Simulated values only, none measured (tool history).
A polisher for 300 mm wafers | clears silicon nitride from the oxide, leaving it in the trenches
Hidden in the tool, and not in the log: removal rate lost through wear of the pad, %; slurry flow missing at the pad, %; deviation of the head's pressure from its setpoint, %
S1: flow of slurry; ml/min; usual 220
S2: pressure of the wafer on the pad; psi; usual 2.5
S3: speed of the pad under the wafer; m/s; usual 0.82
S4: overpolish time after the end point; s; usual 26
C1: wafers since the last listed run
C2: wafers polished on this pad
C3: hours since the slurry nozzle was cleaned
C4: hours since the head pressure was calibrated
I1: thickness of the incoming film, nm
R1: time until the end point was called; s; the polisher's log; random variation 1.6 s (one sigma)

run	hour	S1	S2	S3	S4	C1	C2	C3	C4	I1	R1
1	0	220	2.5	0.82	26	0	905	217.8	631.3	90.1	168
# hour 6.1: worn pad replaced by a new one
2	13	220	2.5	0.82	26	57	44	230.8	644.3	88.8	163.3
3	29.7	220	2.5	0.68	26	105	149	247.5	661	90.3	199.3
4	60.8	220	2.5	0.68	26	197	347	278.6	692.1	89.4	200.9
5	88.5	220	2.5	0.68	26	175	522	306.3	719.8	90.3	203.1
6	123.2	220	2.5	0.82	26	220	742	341	754.5	87.9	165.9
# hour 129.1: worn pad replaced by a new one
7	140.7	220	2.5	0.82	26	85	73	358.5	772	89.7	170.7
8	172.9	220	2.5	0.82	26	204	277	390.7	804.2	89.5	169.8
9	191.9	220	2.5	0.82	26	120	398	409.7	823.2	90.6	173.9
10	223.4	220	2.5	0.82	26	199	598	441.2	854.7	89.7	173.1
# hour 242.2: slurry nozzle cleaned
# hour 254.9: worn pad replaced by a new one
11	290.1	220	2.5	0.82	26	391	223	47.9	921.4	89.6	157.5
12	311	220	2.5	0.82	26	132	355	68.8	942.3	89.7	159.9
# hour 313.3: head pressure recalibrated
13	335.7	220	1.9	0.82	26	143	499	93.5	22.4	90.5	208.7
14	350.7	270	2.5	0.7	26	95	594	108.5	37.4	89.8	179.3
15	376.7	220	2.5	0.58	26	164	759	134.5	63.4	90.6	226.4
16	392.6	220	2.5	0.82	20	100	860	150.4	79.3	89.8	161.7
# hour 400.9: worn pad replaced by a new one
17	423.6	220	2.5	0.82	26	171	144	181.4	110.3	89.2	159.1
18	453.2	250	2.5	0.66	26	187	331	211	139.9	90	195.9
19	486.7	220	3.3	1.08	26	212	544	244.5	173.4	90.2	97.7

Hidden state at the last listed run before each entry between runs and at the first one after, where it differs:
Between runs 1 and 2: worn pad replaced by a new one (hour 6.1)
  slurry flow missing at the pad, %: 35.2 -> 36
  measured less the result without the state, R1: +12.1 -> +12.1 s
Between runs 6 and 7: worn pad replaced by a new one (hour 129.1)
  slurry flow missing at the pad, %: 40.9 -> 41.4
  measured less the result without the state, R1: +15.2 -> +16 s
Between runs 10 and 11: slurry nozzle cleaned (hour 242.2); worn pad replaced by a new one (hour 254.9)
  slurry flow missing at the pad, %: 43.1 -> 14
  measured less the result without the state, R1: +17.4 -> +3.4 s
Between runs 12 and 13: head pressure recalibrated (hour 313.3)
  slurry flow missing at the pad, %: 17.9 -> 21.8
  measured less the result without the state, R1: +4.7 -> +7.7 s
Between runs 16 and 17: worn pad replaced by a new one (hour 400.9)
  slurry flow missing at the pad, %: 28.9 -> 31.8
  measured less the result without the state, R1: +8.7 -> +9.8 s
